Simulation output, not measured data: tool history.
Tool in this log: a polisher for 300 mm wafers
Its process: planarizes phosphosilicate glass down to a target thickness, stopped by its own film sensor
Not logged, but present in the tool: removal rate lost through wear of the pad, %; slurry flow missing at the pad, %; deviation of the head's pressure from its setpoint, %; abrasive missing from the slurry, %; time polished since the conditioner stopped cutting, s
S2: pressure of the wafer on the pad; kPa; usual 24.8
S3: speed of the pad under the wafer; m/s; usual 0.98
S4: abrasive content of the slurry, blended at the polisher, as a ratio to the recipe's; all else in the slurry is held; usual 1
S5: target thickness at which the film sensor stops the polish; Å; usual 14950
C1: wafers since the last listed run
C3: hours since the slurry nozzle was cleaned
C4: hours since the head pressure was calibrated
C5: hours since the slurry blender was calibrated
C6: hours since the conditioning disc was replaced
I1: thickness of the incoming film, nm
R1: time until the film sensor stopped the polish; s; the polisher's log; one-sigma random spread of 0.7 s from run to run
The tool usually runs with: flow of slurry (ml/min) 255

run 1 hour=0 | flow_of_slurry_(ml/min)=255 S2=24.8 S3=0.98 S4=1 S5=14950 | C1=0 wafers_polished_on_this_pad=728 C3=93.1 C4=658.7 C5=41.1 C6=301.5 | I1=2235 | R1=66.4
run 2 hour=19 | flow_of_slurry_(ml/min)=255 S2=24.8 S3=0.98 S4=1 S5=14950 | C1=143 wafers_polished_on_this_pad=871 C3=112.1 C4=677.7 C5=60.1 C6=320.5 | I1=2218.1 | R1=63.8
run 3 hour=41 | flow_of_slurry_(ml/min)=255 S2=24.8 S3=0.98 S4=1 S5=14950 | C1=166 wafers_polished_on_this_pad=1037 C3=134.1 C4=699.7 C5=82.1 C6=342.5 | I1=2240 | R1=66.6
-- hour=54.2 worn pad replaced by a new one
run 4 hour=57.7 | flow_of_slurry_(ml/min)=255 S2=24.8 S3=0.98 S4=1 S5=14950 | C1=95 wafers_polished_on_this_pad=26 C3=150.8 C4=716.4 C5=98.8 C6=359.2 | I1=2201.6 | R1=62.8
-- hour=81.6 slurry blender recalibrated
run 5 hour=90.6 | flow_of_slurry_(ml/min)=255 S2=24.8 S3=0.98 S4=1 S5=14950 | C1=233 wafers_polished_on_this_pad=259 C3=183.7 C4=749.3 C5=9 C6=392.1 | I1=2261.9 | R1=68.3
run 6 hour=192.6 | flow_of_slurry_(ml/min)=255 S2=24.8 S3=0.82 S4=1 S5=14950 | C1=770 wafers_polished_on_this_pad=1029 C3=285.7 C4=851.3 C5=111 C6=494.1 | I1=2230.8 | R1=71.9
-- hour=206.4 worn pad replaced by a new one
run 7 hour=206.7 | flow_of_slurry_(ml/min)=255 S2=24.8 S3=0.98 S4=1 S5=14950 | C1=76 wafers_polished_on_this_pad=2 C3=299.8 C4=865.4 C5=125.1 C6=508.2 | I1=2275.4 | R1=69.8
run 8 hour=226.2 | flow_of_slurry_(ml/min)=255 S2=24.8 S3=0.98 S4=1 S5=14950 | C1=147 wafers_polished_on_this_pad=149 C3=319.3 C4=884.9 C5=144.6 C6=527.7 | I1=2247.5 | R1=68.3
-- hour=231.4 slurry blender recalibrated
-- hour=294.9 conditioning disc replaced and pad reconditioned
-- hour=297.4 slurry nozzle cleaned
run 9 hour=316.6 | flow_of_slurry_(ml/min)=255 S2=24.8 S3=0.8 S4=1 S5=14950 | C1=644 wafers_polished_on_this_pad=793 C3=19.2 C4=975.3 C5=85.2 C6=21.7 | I1=2224.2 | R1=71.5
run 10 hour=336.7 | flow_of_slurry_(ml/min)=255 S2=24.8 S3=0.8 S4=1 S5=14950 | C1=151 wafers_polished_on_this_pad=945 C3=39.3 C4=995.4 C5=105.3 C6=41.8 | I1=2218.1 | R1=71.1
-- hour=344.4 worn pad replaced by a new one
run 11 hour=369.5 | flow_of_slurry_(ml/min)=255 S2=24.8 S3=0.8 S4=1 S5=14950 | C1=217 wafers_polished_on_this_pad=189 C3=72.1 C4=1028.2 C5=138.1 C6=74.6 | I1=2208.2 | R1=69.5
-- hour=372.1 slurry blender recalibrated
run 12 hour=452.8 | flow_of_slurry_(ml/min)=255 S2=24.8 S3=0.98 S4=1 S5=14950 | C1=613 wafers_polished_on_this_pad=803 C3=155.4 C4=1111.5 C5=80.7 C6=157.9 | I1=2235.3 | R1=65.7
-- hour=461.4 worn pad replaced by a new one
run 13 hour=471.3 | flow_of_slurry_(ml/min)=180 S2=24.8 S3=0.76 S4=1 S5=14950 | C1=109 wafers_polished_on_this_pad=74 C3=173.9 C4=1130 C5=99.2 C6=176.4 | I1=2267.6 | R1=80.4
-- hour=483.6 head pressure recalibrated
run 14 hour=491.7 | flow_of_slurry_(ml/min)=255 S2=31 S3=0.84 S4=1 S5=14950 | C1=138 wafers_polished_on_this_pad=213 C3=194.3 C4=8.1 C5=119.6 C6=196.8 | I1=2248.5 | R1=63
run 15 hour=517.1 | flow_of_slurry_(ml/min)=180 S2=24.8 S3=0.76 S4=1 S5=14950 | C1=191 wafers_polished_on_this_pad=405 C3=219.7 C4=33.5 C5=145 C6=222.2 | I1=2248.2 | R1=84.9
-- hour=524.8 slurry blender recalibrated
run 16 hour=529.4 | flow_of_slurry_(ml/min)=320 S2=19.3 S3=1.08 S4=0.75 S5=14950 | C1=77 wafers_polished_on_this_pad=483 C3=232 C4=45.8 C5=4.6 C6=234.5 | I1=2259.4 | R1=100.7
run 17 hour=551.6 | flow_of_slurry_(ml/min)=255 S2=24.8 S3=0.64 S4=1.2 S5=14950 | C1=167 wafers_polished_on_this_pad=650 C3=254.2 C4=68 C5=26.8 C6=256.7 | I1=2219.1 | R1=75.1
run 18 hour=563.8 | flow_of_slurry_(ml/min)=255 S2=24.8 S3=0.98 S4=0.8 S5=14950 | C1=92 wafers_polished_on_this_pad=742 C3=266.4 C4=80.2 C5=39 C6=268.9 | I1=2237.9 | R1=80.6
run 19 hour=579.3 | flow_of_slurry_(ml/min)=255 S2=24.8 S3=0.98 S4=1 S5=14950 | C1=117 wafers_polished_on_this_pad=859 C3=281.9 C4=95.7 C5=54.5 C6=284.4 | I1=2237.7 | R1=70.2
run 20 hour=600.5 | flow_of_slurry_(ml/min)=255 S2=24.8 S3=0.7 S4=1.15 S5=14950 | C1=160 wafers_polished_on_this_pad=1019 C3=303.1 C4=116.9 C5=75.7 C6=305.6 | I1=2246.9 | R1=75.8
-- hour=617.2 worn pad replaced by a new one
run 21 hour=620.4 | flow_of_slurry_(ml/min)=255 S2=24.8 S3=0.98 S4=1 S5=14950 | C1=120 wafers_polished_on_this_pad=24 C3=323 C4=136.8 C5=95.6 C6=325.5 | I1=2247.7 | R1=69.8
run 22 hour=642.6 | flow_of_slurry_(ml/min)=200 S2=29 S3=0.74 S4=1 S5=13780 | C1=167 wafers_polished_on_this_pad=191 C3=345.2 C4=159 C5=117.8 C6=347.7 | I1=2254.1 | R1=83.1
-- hour=656.8 slurry nozzle cleaned
run 23 hour=670.4 | flow_of_slurry_(ml/min)=255 S2=24.8 S3=1.26 S4=1.25 S5=14950 | C1=202 wafers_polished_on_this_pad=394 C3=13.6 C4=186.8 C5=145.6 C6=375.5 | I1=2228.8 | R1=53.2
-- hour=677.1 slurry blender recalibrated
run 24 hour=686.3 | flow_of_slurry_(ml/min)=340 S2=24.8 S3=0.98 S4=1.1 S5=14950 | C1=104 wafers_polished_on_this_pad=498 C3=29.5 C4=202.7 C5=9.2 C6=391.4 | I1=2230.1 | R1=64.5

4 ways to go on from here, each from the tool as it stands after run 24. What would each give?
run A hour=686.7 | flow_of_slurry_(ml/min)=255 S2=24.8 S3=1.16 S4=1 S5=14950 | C1=3 wafers_polished_on_this_pad=501 C3=29.9 C4=203.1 C5=9.6 C6=391.8 | I1=2268.4 | R1=?
run B hour=686.7 | flow_of_slurry_(ml/min)=255 S2=29.6 S3=1.28 S4=1 S5=14950 | C1=3 wafers_polished_on_this_pad=501 C3=29.9 C4=203.1 C5=9.6 C6=391.8 | I1=2268.4 | R1=?
run C hour=686.7 | flow_of_slurry_(ml/min)=325 S2=31.7 S3=0.98 S4=0.85 S5=16640 | C1=3 wafers_polished_on_this_pad=501 C3=29.9 C4=203.1 C5=9.6 C6=391.8 | I1=2268.4 | R1=?
run D hour=686.7 | flow_of_slurry_(ml/min)=255 S2=24.8 S3=1.2 S4=1 S5=15860 | C1=3 wafers_polished_on_this_pad=501 C3=29.9 C4=203.1 C5=9.6 C6=391.8 | I1=2268.4 | R1=?

run=A R1=65.8
run=B R1=53.2
run=C R1=47.7
run=D R1=57
With the hidden condition removed and each run's random variation left untouched, the same runs would have given:
run=A R1=68.4
run=B R1=55.3
run=C R1=49.7
run=D R1=59.3
